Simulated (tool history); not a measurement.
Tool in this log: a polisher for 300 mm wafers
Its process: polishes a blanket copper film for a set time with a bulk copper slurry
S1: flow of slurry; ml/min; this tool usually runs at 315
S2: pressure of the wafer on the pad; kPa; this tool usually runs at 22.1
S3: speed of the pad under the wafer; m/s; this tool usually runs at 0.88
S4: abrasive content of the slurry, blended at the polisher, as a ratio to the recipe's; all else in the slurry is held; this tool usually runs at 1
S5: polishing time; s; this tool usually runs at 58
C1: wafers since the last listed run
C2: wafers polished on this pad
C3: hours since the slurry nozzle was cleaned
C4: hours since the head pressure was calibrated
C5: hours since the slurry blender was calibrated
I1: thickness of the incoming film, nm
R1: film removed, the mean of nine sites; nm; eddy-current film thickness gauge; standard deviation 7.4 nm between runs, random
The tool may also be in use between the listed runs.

Run 1, hour 0: usual settings; C1 0; C2 789; C3 675.6; C4 783.7; C5 36.5; I1 1868.6. Result: R1 477.4 nm.
Run 2, hour 13.2: usual settings; C1 165; C2 955; C3 688.8; C4 796.9; C5 49.7; I1 1898.5. Result: R1 475.7 nm.
Run 3, hour 27.4: usual settings but S5 52 s; C1 177; C2 1133; C3 703; C4 811.1; C5 63.9; I1 1875.3. Result: R1 415.7 nm.
At hour 32.9: worn pad replaced by a new one.
Run 4, hour 44: usual settings but S2 24.1 kPa; C1 157; C2 139; C3 719.6; C4 827.7; C5 80.5; I1 1902.7. Result: R1 511.7 nm.
Run 5, hour 61.7: usual settings but S2 24.1 kPa; C1 221; C2 361; C3 737.3; C4 845.4; C5 98.2; I1 1906.9. Result: R1 507 nm.
At hour 76.3: slurry blender recalibrated.
Run 6, hour 76.8: usual settings but S2 24.1 kPa; C1 164; C2 525; C3 752.4; C4 860.5; C5 0.5; I1 1866.2. Result: R1 542.8 nm.
Run 7, hour 89.7: usual settings but S3 0.98 m/s; C1 161; C2 687; C3 765.3; C4 873.4; C5 13.4; I1 1884.2. Result: R1 545.6 nm.
Run 8, hour 97.5: usual settings but S3 0.98 m/s; C1 97; C2 784; C3 773.1; C4 881.2; C5 21.2; I1 1886.5. Result: R1 539.7 nm.
At hour 106.5: head pressure recalibrated.
At hour 110.5: worn pad replaced by a new one, of another model than before.
Run 9, hour 111: usual settings but S1 365 ml/min; C1 93; C2 5; C3 786.6; C4 4.5; C5 34.7; I1 1904.6. Result: R1 490.7 nm.
Run 10, hour 124.3: usual settings but S2 29 kPa, S4 0.8; C1 166; C2 172; C3 799.9; C4 17.8; C5 48; I1 1894.5. Result: R1 506.2 nm.
At hour 134.8: slurry nozzle cleaned.
Run 11, hour 140.5: usual settings but S2 29.6 kPa; C1 190; C2 362; C3 5.7; C4 34; C5 64.2; I1 1883.5. Result: R1 543.5 nm.
Run 12, hour 151.6: usual settings but S3 1.12 m/s; C1 139; C2 501; C3 16.8; C4 45.1; C5 75.3; I1 1892.8. Result: R1 547.9 nm.
Run 13, hour 160.1: usual settings but S1 405 ml/min, S2 24.8 kPa, S3 0.78 m/s; C1 106; C2 608; C3 25.3; C4 53.6; C5 83.8; I1 1898. Result: R1 456.2 nm.
At hour 168: slurry blender recalibrated.
Run 14, hour 170.7: usual settings; C1 107; C2 716; C3 35.9; C4 64.2; C5 2.7; I1 1909.1. Result: R1 493.4 nm.
Run 15, hour 186.1: usual settings but S1 400 ml/min, S3 0.7 m/s; C1 192; C2 909; C3 51.3; C4 79.6; C5 18.1; I1 1889.1. Result: R1 417.1 nm.
Run 16, hour 199.5: usual settings but S1 400 ml/min, S3 0.96 m/s, S4 0.7; C1 167; C2 1076; C3 64.7; C4 93; C5 31.5; I1 1885.8. Result: R1 480.4 nm.
At hour 209: worn pad replaced by a new one.
Run 17, hour 209.5: usual settings but S1 405 ml/min, S3 1 m/s, S4 1.15, S5 69 s; C1 75; C2 6; C3 74.7; C4 103; C5 41.5; I1 1898.5. Result: R1 656.2 nm.

List, for all runs, the conditions of the tool that the log does not record:
removal rate lost through wear of the pad, %: 0 across all the runs
slurry flow missing at the pad, %: 0 across all the runs
deviation of the head's pressure from its setpoint, %: 0 across all the runs
H1: abrasive missing from the slurry, %
run    H1
  1  19.2
  2  22.4
  3  24.7
  4  26.4
  5  27.5
  6  2.32
  7    11
  8  14.9
  9  19.9
 10  23.2
 11  25.9
 12  27.1
 13  27.8
 14  3.37
 15  12.8
 16  18.2
 17  21.1

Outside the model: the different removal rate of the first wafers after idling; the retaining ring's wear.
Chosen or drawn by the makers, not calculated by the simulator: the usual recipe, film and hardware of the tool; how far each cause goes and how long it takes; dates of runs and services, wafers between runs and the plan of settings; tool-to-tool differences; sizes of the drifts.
